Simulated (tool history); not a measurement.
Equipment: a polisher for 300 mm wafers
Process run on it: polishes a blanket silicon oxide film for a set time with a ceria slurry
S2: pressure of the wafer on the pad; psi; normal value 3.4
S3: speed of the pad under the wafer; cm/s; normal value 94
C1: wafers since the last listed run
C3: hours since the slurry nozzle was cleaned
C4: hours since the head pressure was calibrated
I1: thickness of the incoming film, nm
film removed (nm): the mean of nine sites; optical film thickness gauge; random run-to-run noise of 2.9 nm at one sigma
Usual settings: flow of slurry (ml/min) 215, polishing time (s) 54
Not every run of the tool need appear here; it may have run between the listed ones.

Run 1, hour 0: usual settings; C1 0; wafers polished on this pad 298; C3 3.7; C4 779; I1 1819.9. Result: film removed (nm) 228.2.
Run 2, hour 19.2: usual settings; C1 169; wafers polished on this pad 467; C3 22.9; C4 798.2; I1 1849.1. Result: film removed (nm) 229.2.
Run 3, hour 50.1: usual settings but polishing time (s) 63; C1 272; wafers polished on this pad 740; C3 53.8; C4 829.1; I1 1837.3. Result: film removed (nm) 260.1.
Run 4, hour 65.6: usual settings but polishing time (s) 63; C1 136; wafers polished on this pad 877; C3 69.3; C4 844.6; I1 1857.7. Result: film removed (nm) 262.8.
Run 5, hour 87.4: usual settings; C1 192; wafers polished on this pad 1069; C3 91.1; C4 866.4; I1 1867. Result: film removed (nm) 234.4.
Run 6, hour 103.3: usual settings; C1 140; wafers polished on this pad 1210; C3 107; C4 882.3; I1 1847.5. Result: film removed (nm) 224.4.
Run 7, hour 129.9: usual settings but polishing time (s) 43; C1 234; wafers polished on this pad 1444; C3 133.6; C4 908.9; I1 1856.6. Result: film removed (nm) 182.4.
At hour 138.4: worn pad replaced by a new one.
Run 8, hour 160.2: usual settings but polishing time (s) 43; C1 232; wafers polished on this pad 192; C3 163.9; C4 939.2; I1 1854.2. Result: film removed (nm) 184.
Run 9, hour 194.8: usual settings but polishing time (s) 43; C1 305; wafers polished on this pad 497; C3 198.5; C4 973.8; I1 1853. Result: film removed (nm) 182.
Run 10, hour 209.6: usual settings; C1 130; wafers polished on this pad 628; C3 213.3; C4 988.6; I1 1876.3. Result: film removed (nm) 225.5.
Run 11, hour 239.4: usual settings; C1 263; wafers polished on this pad 891; C3 243.1; C4 1018.4; I1 1873.3. Result: film removed (nm) 230.2.
Run 12, hour 255.1: usual settings but polishing time (s) 40; C1 138; wafers polished on this pad 1029; C3 258.8; C4 1034.1; I1 1880.6. Result: film removed (nm) 172.6.
Run 13, hour 278.5: usual settings but polishing time (s) 40; C1 206; wafers polished on this pad 1236; C3 282.2; C4 1057.5; I1 1846. Result: film removed (nm) 169.8.
Run 14, hour 304: usual settings; C1 225; wafers polished on this pad 1461; C3 307.7; C4 1083; I1 1851.2. Result: film removed (nm) 226.3.
At hour 314.7: worn pad replaced by a new one.
Run 15, hour 321.5: usual settings; C1 119; wafers polished on this pad 60; C3 325.2; C4 1100.5; I1 1866.1. Result: film removed (nm) 229.8.
Run 16, hour 338.9: usual settings; C1 153; wafers polished on this pad 213; C3 342.6; C4 1117.9; I1 1816.9. Result: film removed (nm) 231.9.
At hour 369.4: slurry nozzle cleaned.
Run 17, hour 370: usual settings but flow of slurry (ml/min) 160, S2 3.9 psi; C1 265; wafers polished on this pad 479; C3 0.6; C4 1149; I1 1860.6. Result: film removed (nm) 242.6.
At hour 385.1: head pressure recalibrated.
Run 18, hour 389.2: usual settings but S2 2.5 psi; C1 151; wafers polished on this pad 631; C3 19.8; C4 4.1; I1 1870.3. Result: film removed (nm) 186.3.
Run 19, hour 405.1: usual settings but flow of slurry (ml/min) 240, S2 4.1 psi; C1 140; wafers polished on this pad 771; C3 35.7; C4 20; I1 1866.9. Result: film removed (nm) 259.4.
Run 20, hour 419.2: usual settings but flow of slurry (ml/min) 255; C1 124; wafers polished on this pad 896; C3 49.8; C4 34.1; I1 1841.1. Result: film removed (nm) 229.2.
Run 21, hour 438.1: usual settings; C1 166; wafers polished on this pad 1063; C3 68.7; C4 53; I1 1866.3. Result: film removed (nm) 226.2.
At hour 451.2: worn pad replaced by a new one.
Run 22, hour 452.8: usual settings; C1 94; wafers polished on this pad 13; C3 83.4; C4 67.7; I1 1818.8. Result: film removed (nm) 222.2.
Run 23, hour 484: usual settings but flow of slurry (ml/min) 170, S2 3.7 psi, S3 116 cm/s, polishing time (s) 69; C1 275; wafers polished on this pad 289; C3 114.6; C4 98.9; I1 1850.8. Result: film removed (nm) 381.9.
Run 24, hour 500: usual settings but S3 86 cm/s; C1 141; wafers polished on this pad 430; C3 130.6; C4 114.9; I1 1875.6. Result: film removed (nm) 209.8.
Run 25, hour 519.5: usual settings but S3 80 cm/s, polishing time (s) 69; C1 172; wafers polished on this pad 602; C3 150.1; C4 134.4; I1 1843.9. Result: film removed (nm) 251.3.
Run 26, hour 550: usual settings; C1 269; wafers polished on this pad 871; C3 180.6; C4 164.9; I1 1810.8. Result: film removed (nm) 230.8.
Run 27, hour 565.1: usual settings but flow of slurry (ml/min) 165, S2 2.8 psi, S3 80 cm/s, polishing time (s) 68; C1 133; wafers polished on this pad 1004; C3 195.7; C4 180; I1 1862.3. Result: film removed (nm) 219.
Run 28, hour 592.2: usual settings; C1 239; wafers polished on this pad 1244; C3 222.8; C4 207.1; I1 1852. Result: film removed (nm) 234.4.
Run 29, hour 614: usual settings; C1 192; wafers polished on this pad 1436; C3 244.6; C4 228.9; I1 1820.7. Result: film removed (nm) 222.9.
At hour 623.3: worn pad replaced by a new one.
Run 30, hour 641.7: usual settings; C1 209; wafers polished on this pad 162; C3 272.3; C4 256.6; I1 1831.8. Result: film removed (nm) 225.9.
Run 31, hour 666.8: usual settings but flow of slurry (ml/min) 165; C1 221; wafers polished on this pad 384; C3 297.4; C4 281.7; I1 1854.8. Result: film removed (nm) 226.9.
Run 32, hour 698.4: usual settings but S2 4.4 psi, polishing time (s) 37; C1 278; wafers polished on this pad 663; C3 329; C4 313.3; I1 1862.1. Result: film removed (nm) 188.5.
Run 33, hour 724.1: usual settings; C1 226; wafers polished on this pad 890; C3 354.7; C4 339; I1 1871. Result: film removed (nm) 230.6.
At hour 774.2: worn pad replaced by a new one.
Run 34, hour 803: usual settings but S2 2.4 psi, S3 122 cm/s; C1 661; wafers polished on this pad 254; C3 433.6; C4 417.9; I1 1883.8. Result: film removed (nm) 238.8.

Describe how what the log doesn't record of the tool's condition differs between the last listed run preceding each entry between runs and the first listed run following it.
Run 7 -> run 8: worn pad replaced by a new one (hour 138.4)
  no hidden state differs between the two runs
Run 14 -> run 15: worn pad replaced by a new one (hour 314.7)
  no hidden state differs between the two runs
Run 16 -> run 17: slurry nozzle cleaned (hour 369.4)
  no hidden state differs between the two runs
Run 17 -> run 18: head pressure recalibrated (hour 385.1)
  no hidden state differs between the two runs
Run 21 -> run 22: worn pad replaced by a new one (hour 451.2)
  no hidden state differs between the two runs
Run 29 -> run 30: worn pad replaced by a new one (hour 623.3)
  no hidden state differs between the two runs
Run 33 -> run 34: worn pad replaced by a new one (hour 774.2)
  no hidden state differs between the two runs
